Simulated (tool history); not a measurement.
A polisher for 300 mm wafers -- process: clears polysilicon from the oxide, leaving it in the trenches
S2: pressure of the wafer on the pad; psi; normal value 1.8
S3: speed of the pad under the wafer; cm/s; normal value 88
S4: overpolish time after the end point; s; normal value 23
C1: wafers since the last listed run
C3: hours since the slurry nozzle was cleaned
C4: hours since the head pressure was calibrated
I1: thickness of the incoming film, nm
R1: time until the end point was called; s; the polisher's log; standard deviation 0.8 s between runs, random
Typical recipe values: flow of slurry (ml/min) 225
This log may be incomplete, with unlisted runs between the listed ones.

Run 1, day 0.000: usual settings but flow of slurry (ml/min) 255, S4 19 s; C1 0; wafers polished on this pad 2522; C3 206.2; C4 107.5; I1 445.9. Result: R1 49.1 s.
At day 1.217: worn pad replaced by a new one.
Run 2, day 2.667: usual settings but flow of slurry (ml/min) 255, S4 19 s; C1 523; wafers polished on this pad 303; C3 270.2; C4 171.5; I1 458.2. Result: R1 49.9 s.
Run 3, day 5.596: usual settings but flow of slurry (ml/min) 275, S4 17 s; C1 613; wafers polished on this pad 916; C3 340.5; C4 241.8; I1 456.6. Result: R1 48.9 s.
At day 8.238: slurry nozzle cleaned.
Run 4, day 8.938: usual settings but flow of slurry (ml/min) 275, S4 17 s; C1 690; wafers polished on this pad 1606; C3 16.8; C4 322.0; I1 447.1. Result: R1 48.4 s.
Run 5, day 13.225: usual settings but flow of slurry (ml/min) 275, S4 17 s; C1 897; wafers polished on this pad 2504; C3 119.7; C4 424.9; I1 448.8. Result: R1 49.2 s.
At day 15.879: worn pad replaced by a new one.
Run 6, day 16.675: usual settings but S2 2.2 psi, S4 29 s; C1 687; wafers polished on this pad 166; C3 202.5; C4 507.7; I1 449.7. Result: R1 42.6 s.
Run 7, day 20.546: usual settings but S2 2.2 psi, S4 29 s; C1 810; wafers polished on this pad 977; C3 295.4; C4 600.6; I1 452.9. Result: R1 43.1 s.
At day 22.850: slurry nozzle cleaned.
Run 8, day 23.808: usual settings but S2 2.2 psi, S4 29 s; C1 674; wafers polished on this pad 1651; C3 23.0; C4 678.9; I1 454.0. Result: R1 43.7 s.
Run 9, day 28.129: usual settings; C1 904; wafers polished on this pad 2555; C3 126.7; C4 782.6; I1 447.7. Result: R1 54.6 s.
At day 29.038: worn pad replaced by a new one.
Run 10, day 30.929: usual settings; C1 551; wafers polished on this pad 395; C3 193.9; C4 849.8; I1 447.9. Result: R1 53.5 s.
Run 11, day 32.446: usual settings; C1 317; wafers polished on this pad 713; C3 230.3; C4 886.2; I1 451.2. Result: R1 54.4 s.
Run 12, day 36.462: usual settings; C1 840; wafers polished on this pad 1553; C3 326.7; C4 982.6; I1 441.7. Result: R1 52.6 s.
Run 13, day 39.575: usual settings but flow of slurry (ml/min) 260, S3 64 cm/s; C1 651; wafers polished on this pad 2205; C3 401.4; C4 1057.3; I1 454.4. Result: R1 70.6 s.
At day 40.138: slurry nozzle cleaned.
At day 42.204: worn pad replaced by a new one.
Run 14, day 42.225: usual settings; C1 511; wafers polished on this pad 3; C3 50.1; C4 1120.9; I1 459.2. Result: R1 57.2 s.
Run 15, day 45.775: usual settings; C1 742; wafers polished on this pad 746; C3 135.3; C4 1206.1; I1 446.8. Result: R1 55.9 s.
At day 48.967: head pressure recalibrated.
Run 16, day 49.658: usual settings but S2 1.3 psi, S3 68 cm/s; C1 795; wafers polished on this pad 1542; C3 228.5; C4 16.6; I1 447.0. Result: R1 86.9 s.
At day 55.954: slurry nozzle cleaned.
At day 56.458: worn pad replaced by a new one.
Run 17, day 58.442: usual settings but flow of slurry (ml/min) 245, S3 112 cm/s; C1 1794; wafers polished on this pad 415; C3 59.7; C4 227.4; I1 448.5. Result: R1 40.8 s.
Run 18, day 61.167: usual settings but flow of slurry (ml/min) 200; C1 570; wafers polished on this pad 985; C3 125.1; C4 292.8; I1 449.4. Result: R1 52.7 s.
Run 19, day 63.692: usual settings but flow of slurry (ml/min) 295, S4 32 s; C1 528; wafers polished on this pad 1513; C3 185.7; C4 353.4; I1 446.6. Result: R1 50.5 s.
Run 20, day 65.688: usual settings but flow of slurry (ml/min) 270, S2 1.3 psi, S3 76 cm/s, S4 28 s; C1 417; wafers polished on this pad 1931; C3 233.6; C4 401.3; I1 459.3. Result: R1 82.0 s.
Run 21, day 67.804: usual settings; C1 442; wafers polished on this pad 2374; C3 284.4; C4 452.1; I1 449.8. Result: R1 51.7 s.
Run 22, day 69.954: usual settings but flow of slurry (ml/min) 260, S2 1.3 psi, S3 60 cm/s, S4 14 s; C1 449; wafers polished on this pad 2824; C3 336.0; C4 503.7; I1 452.7. Result: R1 101.0 s.
At day 72.629: worn pad replaced by a new one.
Run 23, day 74.133: usual settings but flow of slurry (ml/min) 270, S2 1.3 psi, S3 76 cm/s, S4 28 s; C1 839; wafers polished on this pad 314; C3 436.3; C4 604.0; I1 443.5. Result: R1 81.9 s.

Describe how what the log doesn't record of the tool's condition differs between the last listed run preceding each entry between runs and the first listed run following it.
Logged between run 1 and run 2: worn pad replaced by a new one (day 1.217)
  deviation of the head's pressure from its setpoint, %: 0.567 -> -0.117
  measured less the result without the state, R1: -0.3 -> +0.1 s
Logged between run 3 and run 4: slurry nozzle cleaned (day 8.238)
  deviation of the head's pressure from its setpoint, %: -0.868 -> -1.73
  measured less the result without the state, R1: +0.4 -> +0.8 s
Logged between run 5 and run 6: worn pad replaced by a new one (day 15.879)
  deviation of the head's pressure from its setpoint, %: -2.83 -> -3.71
  measured less the result without the state, R1: +1.4 -> +1.6 s
Logged between run 7 and run 8: slurry nozzle cleaned (day 22.850)
  deviation of the head's pressure from its setpoint, %: -4.7 -> -5.54
  measured less the result without the state, R1: +2.0 -> +2.4 s
Logged between run 9 and run 10: worn pad replaced by a new one (day 29.038)
  deviation of the head's pressure from its setpoint, %: -6.65 -> -7.37
  measured less the result without the state, R1: +3.6 -> +4.0 s
Logged between run 13 and run 14: slurry nozzle cleaned (day 40.138); worn pad replaced by a new one (day 42.204)
  deviation of the head's pressure from its setpoint, %: -9.58 -> -10.3
  measured less the result without the state, R1: +6.8 -> +5.9 s
Logged between run 15 and run 16: head pressure recalibrated (day 48.967)
  deviation of the head's pressure from its setpoint, %: -11.2 -> -0.498
  measured less the result without the state, R1: +6.2 -> +0.4 s
Logged between run 16 and run 17: slurry nozzle cleaned (day 55.954); worn pad replaced by a new one (day 56.458)
  deviation of the head's pressure from its setpoint, %: -0.498 -> -2.75
  measured less the result without the state, R1: +0.4 -> +1.1 s
Logged between run 22 and run 23: worn pad replaced by a new one (day 72.629)
  deviation of the head's pressure from its setpoint, %: -5.7 -> -6.78
  measured less the result without the state, R1: +5.8 -> +5.6 s
